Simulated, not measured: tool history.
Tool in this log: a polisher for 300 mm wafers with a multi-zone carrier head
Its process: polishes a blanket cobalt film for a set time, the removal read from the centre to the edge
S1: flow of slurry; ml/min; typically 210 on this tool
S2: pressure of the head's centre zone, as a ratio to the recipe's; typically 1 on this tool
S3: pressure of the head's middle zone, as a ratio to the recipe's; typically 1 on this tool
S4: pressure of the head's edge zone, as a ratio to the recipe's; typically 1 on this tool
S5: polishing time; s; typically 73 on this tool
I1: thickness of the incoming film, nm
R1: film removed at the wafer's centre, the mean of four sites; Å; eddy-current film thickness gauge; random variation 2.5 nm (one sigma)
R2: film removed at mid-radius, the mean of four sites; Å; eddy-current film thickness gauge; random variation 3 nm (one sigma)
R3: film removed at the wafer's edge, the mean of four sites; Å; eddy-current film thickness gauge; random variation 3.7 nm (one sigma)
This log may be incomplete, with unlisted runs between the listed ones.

run	hour	S1	S2	S3	S4	S5	I1	R1	R2	R3
1	0	210	1	1	1	73	1348.5	2414	2452	2482
2	31	210	1	1	1	73	1319.4	2394	2388	2423
3	89.8	210	1	1	1	73	1315.6	2328	2348	2478
# hour 140.1: worn pad replaced by a new one
4	140.6	210	1	1	1	73	1324	2318	2316	2368
5	183.7	190	1	1	1	73	1341.1	2168	2262	2278
6	239	210	1	1.09	1	73	1337.6	2226	2491	2284
7	293.7	250	1	0.92	1	73	1346	2277	2244	2379
8	363.2	210	1	0.95	1	73	1311.2	2138	2105	2320
# hour 398.2: carrier head's membrane replaced by a new one, of another model than before
9	416.3	210	1	1	1	73	1334.7	2117	2249	2302
10	456.3	135	0.92	1	1.09	73	1350.9	1689	1873	2148
11	498.2	185	1	0.92	1	73	1335.6	2043	1903	2310
# hour 560.5: worn pad replaced by a new one
# hour 565.7: slurry nozzle cleaned
12	568.5	275	1	1.11	0.95	54	1328.2	1832	2186	1858
# hour 597.2: edge zone pressure recalibrated
13	619.1	140	1	1.04	0.96	85	1326.9	2482	2624	2652
# hour 633.8: centre zone pressure recalibrated
14	656.1	210	1	1	1	73	1318.5	2352	2404	2424
15	706.4	265	1.07	1	1.09	48	1333.2	1642	1596	1695
16	778.1	210	1	1	0.9	73	1337.7	2216	2288	2285
17	902.3	210	1.11	1.06	1.1	73	1331.9	2275	2362	2421
# hour 907.3: worn pad replaced by a new one
18	961.5	210	1	1	1.12	57	1321.8	1652	1704	1850
19	994.4	135	1	1	0.96	73	1318.5	1769	1849	2040
20	1064.1	255	1	1	1	73	1338.9	2207	2262	2363
21	1128.3	235	0.9	1	1.1	73	1335.9	2058	2225	2439
22	1152.9	210	1.08	1	1	73	1334.2	2173	2180	2229
23	1210.7	210	1	1	1	73	1319.4	2044	2149	2279

Each row is a separate what-if for the run after 23, all from the same tool condition, not one after another. Results?
A	1211.1	210	0.89	1	1	73	1330.8	?	?	?
B	1211.1	145	1	0.92	0.94	64	1330.8	?	?	?
C	1211.1	175	1.05	0.93	1	87	1330.8	?	?	?

run	R1	R2	R3
A	1949	2171	2260
B	1548	1482	1777
C	2372	2210	2590
Had the tool no hidden state, the same runs would have come out as:
run	R1	R2	R3
A	2290	2503	2500
B	1977	1830	2044
C	2890	2626	2918
